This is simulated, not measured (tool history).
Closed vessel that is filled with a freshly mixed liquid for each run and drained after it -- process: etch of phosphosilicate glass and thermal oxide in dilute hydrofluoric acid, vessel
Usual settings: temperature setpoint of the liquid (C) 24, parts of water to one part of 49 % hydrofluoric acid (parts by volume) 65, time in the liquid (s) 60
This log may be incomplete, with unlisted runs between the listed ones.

run	hour	temperature setpoint of the liquid (C)	parts of water to one part of 49 % hydrofluoric acid (parts by volume)	time in the liquid (s)	wafers since the last listed run	hours since the thermometer was replaced	hours since the hydrofluoric acid flow meter was replaced	hours since the gauge calibration	read-back film thickness of the phosphosilicate glass reference wafer, read on the same gauge (nm)	read-back film thickness of the thermal oxide reference wafer, read on the same gauge (nm)	thickness taken off the phosphosilicate glass on a monitor wafer (nm)	thickness taken off the thermal oxide on a monitor wafer (nm)
1	0	20.5	65	60	0	3063.9	887.9	86	80.04	100.027	50.65	3.681
2	15.2	20.5	65	60	1322	3079.1	903.1	101.2	79.98	99.982	50.63	3.698
3	28.7	20.5	65	60	1174	3092.6	916.6	114.7	80.03	100.034	50.62	3.676
4	37.1	24	65	75	730	3101	925	123.1	80.03	100.016	73.05	5.431
5	43.9	24	65	75	591	3107.8	931.8	129.9	79.99	99.987	73.52	5.384
6	54.1	24	65	60	887	3118	942	140.1	80.04	100.013	58.5	4.277
# hour 57.9: hydrofluoric acid flow meter replaced
7	67.9	24	65	60	1113	3131.8	10	153.9	79.97	100.045	58.82	4.313
8	79	24	65	60	965	3142.9	21.1	165	79.98	99.965	58.56	4.276
# hour 95.9: thermometer replaced
9	96.4	21.5	65	60	1426	0.5	38.5	182.4	79.99	100.015	52.6	3.858
# hour 109.7: gauge calibrated
10	116.5	24	85	60	1748	20.6	58.6	6.8	80.01	99.999	43.74	3.183
11	124.9	24	65	60	730	29	67	15.2	80.02	99.982	58.17	4.304
12	146.5	24	65	60	1879	50.6	88.6	36.8	80.06	100.014	59.04	4.248
13	162.8	19.5	75	90	1418	66.9	104.9	53.1	80	99.98	62.73	4.579
14	173.8	24	90	60	957	77.9	115.9	64.1	79.99	99.977	41.12	2.98

The tool's hidden state at each run:
liquid hotter than its thermometer reads (K): 0 at every run
hydrofluoric acid flow below the setpoint (%): 0 at every run
gauge reads high (%): 0 at every run
